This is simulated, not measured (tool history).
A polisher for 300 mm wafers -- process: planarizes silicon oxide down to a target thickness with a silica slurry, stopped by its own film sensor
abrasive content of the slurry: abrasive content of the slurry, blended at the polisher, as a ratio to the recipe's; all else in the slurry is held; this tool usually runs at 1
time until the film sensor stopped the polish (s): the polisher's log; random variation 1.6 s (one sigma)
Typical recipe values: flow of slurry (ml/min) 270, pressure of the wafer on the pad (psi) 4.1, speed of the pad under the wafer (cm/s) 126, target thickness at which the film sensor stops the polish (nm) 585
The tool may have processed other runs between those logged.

| run | hour | flow of slurry (ml/min) | pressure of the wafer on the pad (psi) | speed of the pad under the wafer (cm/s) | abrasive content of the slurry | target thickness at which the film sensor stops the polish (nm) | wafers since the last listed run | wafers polished on this pad | hours since the slurry nozzle was cleaned | hours since the head pressure was calibrated | hours since the slurry blender was calibrated | hours since the conditioning disc was replaced | incoming thickness of the incoming film, nm | time until the film sensor stopped the polish (s) |
|---|---|---|---|---|---|---|---|---|---|---|---|---|---|---|
| 1 | 0 | 270 | 4.1 | 126 | 1 | 585 | 0 | 820 | 84.2 | 504.2 | 16.4 | 173.3 | 977.1 | 120.7 |
|  | 22.3 | head pressure recalibrated |
| 2 | 54.1 | 270 | 4.1 | 126 | 1 | 585 | 281 | 1102 | 138.3 | 31.8 | 70.5 | 227.4 | 1000.9 | 130.3 |
|  | 107 | worn pad replaced by a new one |
|  | 109.3 | conditioning disc replaced and pad reconditioned |
| 3 | 150.1 | 270 | 4.1 | 126 | 1 | 684 | 486 | 222 | 234.3 | 127.8 | 166.5 | 40.8 | 998.6 | 96.7 |
|  | 181.9 | slurry nozzle cleaned |
| 4 | 190.4 | 270 | 4.1 | 126 | 1 | 585 | 212 | 434 | 8.5 | 168.1 | 206.8 | 81.1 | 991.4 | 127.1 |
| 5 | 239.6 | 270 | 4.1 | 126 | 1 | 585 | 266 | 700 | 57.7 | 217.3 | 256 | 130.3 | 976.1 | 124.5 |
| 6 | 297.7 | 270 | 4.1 | 126 | 1 | 505 | 314 | 1015 | 115.8 | 275.4 | 314.1 | 188.4 | 989.2 | 161.6 |
|  | 358.1 | worn pad replaced by a new one |
|  | 366.7 | conditioning disc replaced and pad reconditioned |
|  | 426.9 | slurry nozzle cleaned |
|  | 444.6 | slurry blender recalibrated |
|  | 506.6 | head pressure recalibrated |
| 7 | 535.7 | 270 | 4.1 | 126 | 1 | 585 | 1227 | 922 | 108.8 | 29.1 | 91.1 | 169 | 993.7 | 124.1 |
| 8 | 591.2 | 270 | 4.1 | 126 | 1 | 585 | 300 | 1222 | 164.3 | 84.6 | 146.6 | 224.5 | 984.7 | 128.7 |
|  | 636.5 | worn pad replaced by a new one |
|  | 650.1 | conditioning disc replaced and pad reconditioned |
| 9 | 690.4 | 270 | 4.1 | 126 | 1 | 585 | 504 | 280 | 263.5 | 183.8 | 245.8 | 40.3 | 985.1 | 124.3 |
|  | 721.2 | slurry nozzle cleaned |
| 10 | 769.2 | 270 | 5.5 | 126 | 0.85 | 585 | 420 | 701 | 48 | 262.6 | 324.6 | 119.1 | 973.7 | 110.6 |
| 11 | 809.1 | 270 | 4.1 | 126 | 1 | 585 | 215 | 917 | 87.9 | 302.5 | 364.5 | 159 | 975.6 | 126.4 |
|  | 871 | worn pad replaced by a new one |
| 12 | 898.6 | 270 | 4.9 | 96 | 1 | 473 | 462 | 149 | 177.4 | 392 | 454 | 248.5 | 983.7 | 179.5 |
|  | 908.3 | slurry blender recalibrated |
|  | 919.3 | conditioning disc replaced and pad reconditioned |
|  | 965.8 | slurry nozzle cleaned |
| 13 | 988.5 | 305 | 4.1 | 126 | 1 | 626 | 459 | 608 | 22.7 | 481.9 | 80.2 | 69.2 | 988.9 | 107.9 |
| 14 | 1046.3 | 270 | 4.1 | 126 | 1 | 585 | 312 | 921 | 80.5 | 539.7 | 138 | 127 | 1008.6 | 130.3 |
|  | 1053.2 | head pressure recalibrated |
| 15 | 1108.9 | 330 | 5 | 126 | 1.25 | 672 | 327 | 1248 | 143.1 | 55.7 | 200.6 | 189.6 | 992.6 | 71.1 |
|  | 1116.9 | worn pad replaced by a new one |
|  | 1185.7 | conditioning disc replaced and pad reconditioned |
| 16 | 1191 | 360 | 4.1 | 126 | 0.7 | 698 | 411 | 389 | 225.2 | 137.8 | 282.7 | 5.3 | 989.4 | 133 |
|  | 1199.6 | slurry nozzle cleaned |
| 17 | 1253.1 | 225 | 3.2 | 94 | 0.85 | 585 | 330 | 720 | 53.5 | 199.9 | 344.8 | 67.4 | 991.9 | 237.9 |

Each row is a separate what-if for the run after 17, all from the same tool condition, not one after another. Results?
| A | 1253.6 | 270 | 4.1 | 126 | 1 | 665 | 2 | 723 | 54 | 200.4 | 345.3 | 67.9 | 1004.9 | ? |
| B | 1253.6 | 270 | 5.4 | 126 | 1 | 449 | 2 | 723 | 54 | 200.4 | 345.3 | 67.9 | 1004.9 | ? |
| C | 1253.6 | 270 | 4.8 | 126 | 1 | 449 | 2 | 723 | 54 | 200.4 | 345.3 | 67.9 | 1004.9 | ? |

| run | time until the film sensor stopped the polish (s) |
|---|---|
| A | 108.8 |
| B | 136.1 |
| C | 152.7 |
With the hidden condition removed and each run's random variation left untouched, the same runs would have given:
| run | time until the film sensor stopped the polish (s) |
|---|---|
| A | 99.6 |
| B | 124.2 |
| C | 139.5 |
